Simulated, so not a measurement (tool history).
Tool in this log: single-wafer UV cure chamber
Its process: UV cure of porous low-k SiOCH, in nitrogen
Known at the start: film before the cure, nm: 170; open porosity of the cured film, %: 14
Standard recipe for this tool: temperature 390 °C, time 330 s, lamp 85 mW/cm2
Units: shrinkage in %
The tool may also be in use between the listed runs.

run 1 hour=0.0 | temperature=390 time=330 lamp=85 | shrinkage=10.377
run 2 hour=22.5 | temperature=390 time=330 lamp=85 | shrinkage=10.534
run 3 hour=55.4 | temperature=390 time=330 lamp=69 | shrinkage=9.691
run 4 hour=69.9 | temperature=390 time=330 lamp=69 | shrinkage=9.361
run 5 hour=94.0 | temperature=390 time=330 lamp=85 | shrinkage=10.391
run 6 hour=114.6 | temperature=390 time=330 lamp=85 | shrinkage=10.571
run 7 hour=134.0 | temperature=390 time=330 lamp=85 | shrinkage=10.739
run 8 hour=149.3 | temperature=390 time=330 lamp=85 | shrinkage=10.309
run 9 hour=170.1 | temperature=390 time=330 lamp=85 | shrinkage=10.698
run 10 hour=194.1 | temperature=390 time=425 lamp=85 | shrinkage=11.819
-- hour=215.3 quartz window cleaned
run 11 hour=215.8 | temperature=390 time=425 lamp=85 | shrinkage=11.362
run 12 hour=221.9 | temperature=390 time=425 lamp=85 | shrinkage=11.703
run 13 hour=236.5 | temperature=390 time=330 lamp=85 | shrinkage=10.607
run 14 hour=253.3 | temperature=390 time=330 lamp=85 | shrinkage=10.353
run 15 hour=265.9 | temperature=390 time=330 lamp=85 | shrinkage=10.586
run 16 hour=280.3 | temperature=390 time=330 lamp=85 | shrinkage=10.493
run 17 hour=310.2 | temperature=390 time=525 lamp=47 | shrinkage=9.870
run 18 hour=331.0 | temperature=390 time=455 lamp=85 | shrinkage=11.592
-- hour=417.2 quartz window cleaned
run 19 hour=417.7 | temperature=390 time=330 lamp=85 | shrinkage=10.472
run 20 hour=482.8 | temperature=397 time=475 lamp=85 | shrinkage=12.283
run 21 hour=498.7 | temperature=390 time=205 lamp=51 | shrinkage=6.379
-- hour=532.2 UV bulbs replaced
run 22 hour=532.7 | temperature=403 time=190 lamp=63 | shrinkage=9.161
run 23 hour=545.6 | temperature=408 time=330 lamp=85 | shrinkage=12.612
run 24 hour=576.0 | temperature=390 time=330 lamp=85 | shrinkage=13.041
run 25 hour=601.8 | temperature=390 time=470 lamp=85 | shrinkage=14.165
run 26 hour=616.9 | temperature=400 time=470 lamp=107 | shrinkage=15.276
-- hour=655.2 quartz window cleaned
run 27 hour=655.7 | temperature=376 time=180 lamp=60 | shrinkage=7.729
run 28 hour=665.3 | temperature=372 time=495 lamp=56 | shrinkage=11.601
run 29 hour=694.6 | temperature=383 time=245 lamp=109 | shrinkage=11.592
run 30 hour=721.6 | temperature=398 time=425 lamp=97 | shrinkage=14.057
run 31 hour=751.7 | temperature=390 time=330 lamp=85 | shrinkage=12.044
run 32 hour=773.5 | temperature=390 time=230 lamp=69 | shrinkage=9.233

Predict each of these 3 candidate next runs independently; none follows another, all start after run 32:
run A hour=774.0 | temperature=390 time=330 lamp=112 | shrinkage=?
run B hour=774.0 | temperature=390 time=510 lamp=85 | shrinkage=?
run C hour=774.0 | temperature=377 time=330 lamp=102 | shrinkage=?

run=A shrinkage=13.145
run=B shrinkage=13.910
run=C shrinkage=12.453
With no hidden state in the tool, these same runs would have given:
run=A shrinkage=13.912
run=B shrinkage=14.684
run=C shrinkage=13.211
